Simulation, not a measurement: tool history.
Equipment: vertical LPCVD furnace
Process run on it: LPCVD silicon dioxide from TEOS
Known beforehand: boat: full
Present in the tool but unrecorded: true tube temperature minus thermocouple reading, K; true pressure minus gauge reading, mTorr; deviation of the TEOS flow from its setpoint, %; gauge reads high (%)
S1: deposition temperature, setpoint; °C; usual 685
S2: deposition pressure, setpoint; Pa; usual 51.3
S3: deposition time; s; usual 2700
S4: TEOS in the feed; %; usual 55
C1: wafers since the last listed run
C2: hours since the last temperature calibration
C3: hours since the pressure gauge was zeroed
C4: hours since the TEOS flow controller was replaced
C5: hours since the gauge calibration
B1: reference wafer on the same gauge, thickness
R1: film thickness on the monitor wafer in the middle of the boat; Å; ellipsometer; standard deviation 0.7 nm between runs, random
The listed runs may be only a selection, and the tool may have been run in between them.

| run | hour | S1 | S2 | S3 | S4 | C1 | C2 | C3 | C4 | C5 | B1 | R1 |
|---|---|---|---|---|---|---|---|---|---|---|---|---|
| 1 | 0 | 685 | 51.3 | 1920 | 55 | 0 | 2458.8 | 3201.6 | 1831.7 | 458.8 | 231.15 | 1722.8 |
| 2 | 67.6 | 685 | 51.3 | 1920 | 55 | 781 | 2526.4 | 3269.2 | 1899.3 | 526.4 | 230.93 | 1727.3 |
| 3 | 122.2 | 685 | 42.7 | 2700 | 55 | 630 | 2581 | 3323.8 | 1953.9 | 581 | 230.91 | 2229.1 |
| 4 | 191.8 | 685 | 56.7 | 2700 | 55 | 804 | 2650.6 | 3393.4 | 2023.5 | 650.6 | 231.01 | 2556.1 |
| 5 | 262 | 685 | 51.3 | 2700 | 55 | 811 | 2720.8 | 3463.6 | 2093.7 | 720.8 | 231.21 | 2438.8 |
| 6 | 311.8 | 685 | 51.3 | 2700 | 55 | 575 | 2770.6 | 3513.4 | 2143.5 | 770.6 | 231.1 | 2421.4 |
| 7 | 391.1 | 680 | 51.3 | 2700 | 55 | 916 | 2849.9 | 3592.7 | 2222.8 | 849.9 | 230.78 | 2157.8 |
| 8 | 463.6 | 680 | 51.3 | 2700 | 55 | 837 | 2922.4 | 3665.2 | 2295.3 | 922.4 | 231.1 | 2148.7 |
| 9 | 533.5 | 685 | 51.3 | 2700 | 55 | 807 | 2992.3 | 3735.1 | 2365.2 | 992.3 | 231 | 2435.7 |
| 10 | 605.1 | 685 | 51.3 | 2700 | 55 | 827 | 3063.9 | 3806.7 | 2436.8 | 1063.9 | 230.97 | 2446.5 |
| 11 | 661.3 | 685 | 51.3 | 2700 | 55 | 649 | 3120.1 | 3862.9 | 2493 | 1120.1 | 230.86 | 2424.5 |
| 12 | 716.7 | 685 | 51.3 | 2700 | 51 | 640 | 3175.5 | 3918.3 | 2548.4 | 1175.5 | 231.11 | 2350.3 |
|  | 754.4 | pressure gauge zeroed |
| 13 | 754.9 | 685 | 51.3 | 2700 | 51 | 164 | 3213.7 | 0.5 | 2586.6 | 1213.7 | 231.03 | 2286.7 |
| 14 | 835 | 679 | 47.3 | 3210 | 45 | 925 | 3293.8 | 80.6 | 2666.7 | 1293.8 | 230.84 | 2111.7 |
| 15 | 910.1 | 685 | 40 | 1740 | 58 | 867 | 3368.9 | 155.7 | 2741.8 | 1368.9 | 230.93 | 1388.5 |
| 16 | 1015.4 | 679 | 47.3 | 3210 | 45 | 1216 | 3474.2 | 261 | 2847.1 | 1474.2 | 231 | 2113.5 |
| 17 | 1212.6 | 685 | 51.3 | 2700 | 64 | 2278 | 3671.4 | 458.2 | 3044.3 | 1671.4 | 231.04 | 2559.3 |
| 18 | 1269.5 | 685 | 51.3 | 2700 | 55 | 657 | 3728.3 | 515.1 | 3101.2 | 1728.3 | 230.95 | 2387.1 |
| 19 | 1306.6 | 676 | 56 | 2700 | 65 | 428 | 3765.4 | 552.2 | 3138.3 | 1765.4 | 230.9 | 2169.7 |
|  | 1400.6 | thermocouples replaced and temperature profile calibrated |
| 20 | 1401.1 | 680 | 42 | 2700 | 55 | 814 | 0.5 | 646.7 | 3232.8 | 1859.9 | 230.87 | 1907.1 |
| 21 | 1464.5 | 685 | 51.3 | 3210 | 55 | 732 | 63.9 | 710.1 | 3296.2 | 1923.3 | 230.77 | 2814 |
| 22 | 1519.6 | 685 | 51.3 | 3330 | 55 | 636 | 119 | 765.2 | 3351.3 | 1978.4 | 231.06 | 2942 |
| 23 | 1596.8 | 688 | 56.7 | 3150 | 51 | 892 | 196.2 | 842.4 | 3428.5 | 2055.6 | 230.85 | 3029.4 |
|  | 1628 | gauge calibrated |
| 24 | 1697.9 | 685 | 40 | 1740 | 58 | 1168 | 297.3 | 943.5 | 3529.6 | 69.9 | 230.86 | 1401.8 |
| 25 | 1799.6 | 685 | 51.3 | 2700 | 55 | 1175 | 399 | 1045.2 | 3631.3 | 171.6 | 230.98 | 2388.2 |
|  | 1863 | TEOS flow controller replaced |
| 26 | 1863.5 | 677 | 51.3 | 1740 | 55 | 461 | 462.9 | 1109.1 | 0.5 | 235.5 | 230.94 | 1272.8 |
| 27 | 1899.9 | 685 | 56.7 | 2220 | 60 | 420 | 499.3 | 1145.5 | 36.9 | 271.9 | 231.26 | 2153.3 |
| 28 | 1993.6 | 685 | 51.3 | 1770 | 61 | 1082 | 593 | 1239.2 | 130.6 | 365.6 | 230.95 | 1643.3 |
| 29 | 2293.7 | 676 | 55.3 | 2700 | 50 | 3467 | 893.1 | 1539.3 | 430.7 | 665.7 | 230.85 | 1911.3 |
| 30 | 2376.1 | 685 | 51.3 | 3720 | 47 | 952 | 975.5 | 1621.7 | 513.1 | 748.1 | 230.94 | 3050.8 |
| 31 | 2467.1 | 692 | 51.3 | 3030 | 55 | 1051 | 1066.5 | 1712.7 | 604.1 | 839.1 | 231.16 | 3158.3 |

4 options for the next run, each taken on its own from the tool as it stands now. Forecast them:
| A | 2472.6 | 685 | 51.3 | 2700 | 55 | 63 | 1072 | 1718.2 | 609.6 | 844.6 | ? | ? |
| B | 2472.6 | 685 | 61.3 | 1890 | 62 | 63 | 1072 | 1718.2 | 609.6 | 844.6 | ? | ? |
| C | 2472.6 | 685 | 54.7 | 2700 | 55 | 63 | 1072 | 1718.2 | 609.6 | 844.6 | ? | ? |
| D | 2472.6 | 680 | 51.3 | 1650 | 46 | 63 | 1072 | 1718.2 | 609.6 | 844.6 | ? | ? |

| run | B1 | R1 |
|---|---|---|
| A | 231.24 | 2382.1 |
| B | 231.24 | 1932.2 |
| C | 231.24 | 2456.8 |
| D | 231.24 | 1180 |
The same runs, with their run-to-run variation unchanged, on a tool lacking any hidden condition would have given:
| run | R1 |
|---|---|
| A | 2359.4 |
| B | 1916.8 |
| C | 2434.8 |
| D | 1168.8 |

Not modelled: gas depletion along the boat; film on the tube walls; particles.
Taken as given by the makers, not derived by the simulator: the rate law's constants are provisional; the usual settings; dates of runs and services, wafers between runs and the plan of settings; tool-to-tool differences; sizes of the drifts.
